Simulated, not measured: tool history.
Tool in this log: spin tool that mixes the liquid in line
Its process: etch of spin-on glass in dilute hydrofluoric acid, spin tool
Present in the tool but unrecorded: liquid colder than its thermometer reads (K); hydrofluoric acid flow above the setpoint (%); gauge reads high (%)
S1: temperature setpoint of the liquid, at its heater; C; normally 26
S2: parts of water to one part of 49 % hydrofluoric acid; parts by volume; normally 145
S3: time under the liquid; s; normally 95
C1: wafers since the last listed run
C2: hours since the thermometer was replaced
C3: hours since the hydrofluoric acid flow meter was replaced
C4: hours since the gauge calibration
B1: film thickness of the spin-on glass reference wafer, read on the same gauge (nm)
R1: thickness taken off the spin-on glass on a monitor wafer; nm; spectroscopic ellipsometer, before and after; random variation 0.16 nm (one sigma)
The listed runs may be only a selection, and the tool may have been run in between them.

Run 1, day 0: usual settings but S2 120 parts by volume; C1 0; C2 605.4; C3 1290.1; C4 2147.1; B1 140. Result: R1 36.48 nm.
Run 2, day 4.283: usual settings but S2 120 parts by volume; C1 615; C2 708.2; C3 1392.9; C4 2249.9; B1 140.03. Result: R1 36.27 nm.
Run 3, day 6.625: usual settings but S1 29.5 C; C1 336; C2 764.4; C3 1449.1; C4 2306.1; B1 140.05. Result: R1 33.06 nm.
Run 4, day 9.558: usual settings but S1 29.5 C; C1 421; C2 834.8; C3 1519.5; C4 2376.5; B1 140.01. Result: R1 33.34 nm.
Run 5, day 12.479: usual settings; C1 419; C2 904.9; C3 1589.6; C4 2446.6; B1 139.98. Result: R1 29.25 nm.
Run 6, day 15.808: usual settings; C1 478; C2 984.8; C3 1669.5; C4 2526.5; B1 140.01. Result: R1 29.1 nm.
At day 16.608: hydrofluoric acid flow meter replaced.
Run 7, day 19.425: usual settings; C1 513; C2 1071.6; C3 67.6; C4 2613.3; B1 139.98. Result: R1 27.16 nm.
Run 8, day 22.25: usual settings; C1 405; C2 1139.4; C3 135.4; C4 2681.1; B1 140.03. Result: R1 27.3 nm.
At day 24.946: gauge calibrated.
Run 9, day 28.55: usual settings; C1 904; C2 1290.6; C3 286.6; C4 86.5; B1 139.99. Result: R1 27.21 nm.
Run 10, day 30.304: usual settings but S2 170 parts by volume; C1 251; C2 1332.7; C3 328.7; C4 128.6; B1 140. Result: R1 22.59 nm.
Run 11, day 33.162: usual settings but S1 23.5 C, S2 200 parts by volume; C1 410; C2 1401.3; C3 397.3; C4 197.2; B1 140.03. Result: R1 16.96 nm.
Run 12, day 36.221: usual settings but S1 31 C, S2 120 parts by volume, S3 120 s; C1 439; C2 1474.7; C3 470.7; C4 270.6; B1 139.96. Result: R1 51.21 nm.
At day 38.308: thermometer replaced.
Run 13, day 39.317: usual settings; C1 438; C2 24.2; C3 545; C4 344.9; B1 139.99. Result: R1 29.02 nm.
Run 14, day 43.45: usual settings; C1 593; C2 123.4; C3 644.2; C4 444.1; B1 139.96. Result: R1 29.49 nm.
Run 15, day 45.158: usual settings; C1 245; C2 164.4; C3 685.2; C4 485.1; B1 140.02. Result: R1 29.3 nm.
Run 16, day 46.8: usual settings; C1 235; C2 203.8; C3 724.6; C4 524.5; B1 140.02. Result: R1 29.22 nm.
Run 17, day 58.45: usual settings but S1 30 C, S3 150 s; C1 1673; C2 483.4; C3 1004.2; C4 804.1; B1 139.98. Result: R1 53.48 nm.
Run 18, day 61.096: usual settings but S1 28.5 C, S2 170 parts by volume; C1 379; C2 546.9; C3 1067.7; C4 867.6; B1 140.02. Result: R1 26.2 nm.
Run 19, day 63.108: usual settings but S1 29 C, S2 185 parts by volume, S3 70 s; C1 289; C2 595.2; C3 1116; C4 915.9; B1 140.01. Result: R1 17.7 nm.
Run 20, day 64.9: usual settings; C1 257; C2 638.2; C3 1159; C4 958.9; B1 139.98. Result: R1 28.95 nm.
Run 21, day 68.304: usual settings but S1 23 C, S2 105 parts by volume, S3 145 s; C1 488; C2 719.9; C3 1240.7; C4 1040.6; B1 139.97. Result: R1 56.62 nm.
Run 22, day 71.504: usual settings but S1 29 C, S2 95 parts by volume, S3 140 s; C1 459; C2 796.7; C3 1317.5; C4 1117.4; B1 139.95. Result: R1 77.74 nm.
Run 23, day 75.05: usual settings but S1 23.5 C, S2 170 parts by volume, S3 50 s; C1 509; C2 881.8; C3 1402.6; C4 1202.5; B1 140.03. Result: R1 11.48 nm.
Run 24, day 82.754: usual settings; C1 1106; C2 1066.7; C3 1587.5; C4 1387.4; B1 140.02. Result: R1 28.7 nm.
Run 25, day 85.908: usual settings but S2 125 parts by volume; C1 452; C2 1142.4; C3 1663.2; C4 1463.1; B1 140. Result: R1 34.17 nm.
Run 26, day 98.383: usual settings but S1 29 C, S2 165 parts by volume, S3 50 s; C1 1791; C2 1441.8; C3 1962.6; C4 1762.5; B1 140.04. Result: R1 14.64 nm.
Run 27, day 101.121: usual settings but S1 28.5 C, S3 40 s; C1 393; C2 1507.5; C3 2028.3; C4 1828.2; B1 139.95. Result: R1 13.25 nm.
At day 102.65: thermometer replaced.
At day 103.208: hydrofluoric acid flow meter replaced.
Run 28, day 103.758: usual settings; C1 366; C2 26.6; C3 13.2; C4 1891.5; B1 140. Result: R1 28.67 nm.
Run 29, day 105.775: usual settings but S1 29 C; C1 289; C2 75; C3 61.6; C4 1939.9; B1 139.99. Result: R1 31.78 nm.
Run 30, day 108.162: usual settings but S1 22.5 C, S2 185 parts by volume; C1 342; C2 132.3; C3 118.9; C4 1997.2; B1 139.99. Result: R1 18.89 nm.
Run 31, day 110.421: usual settings but S1 24 C; C1 324; C2 186.5; C3 173.1; C4 2051.4; B1 140.01. Result: R1 26.53 nm.
Run 32, day 113.238: usual settings; C1 404; C2 254.1; C3 240.7; C4 2119; B1 139.98. Result: R1 28.73 nm.

Difference, measured minus no-hidden-state, one row per run. Run-to-run variation is common to both terms; the gauge's own scatter need not be:
run     R1
  1  +0.34
  2   +0.3
  3  +0.39
  4  +0.36
  5  +0.24
  6   +0.2
  7  -1.54
  8  -1.55
  9  -1.59
 10   -1.3
 11     -1
 12  -2.99
 13  +0.28
 14  +0.26
 15  +0.25
 16  +0.24
 17  +0.37
 18  +0.19
 19  +0.14
 20   +0.1
 21  -0.11
 22  -0.03
 23  +0.01
 24  -0.05
 25  -0.15
 26  -0.01
 27  -0.05
 28  -0.21
 29  -0.24
 30  -0.16
 31  -0.25
 32  -0.28
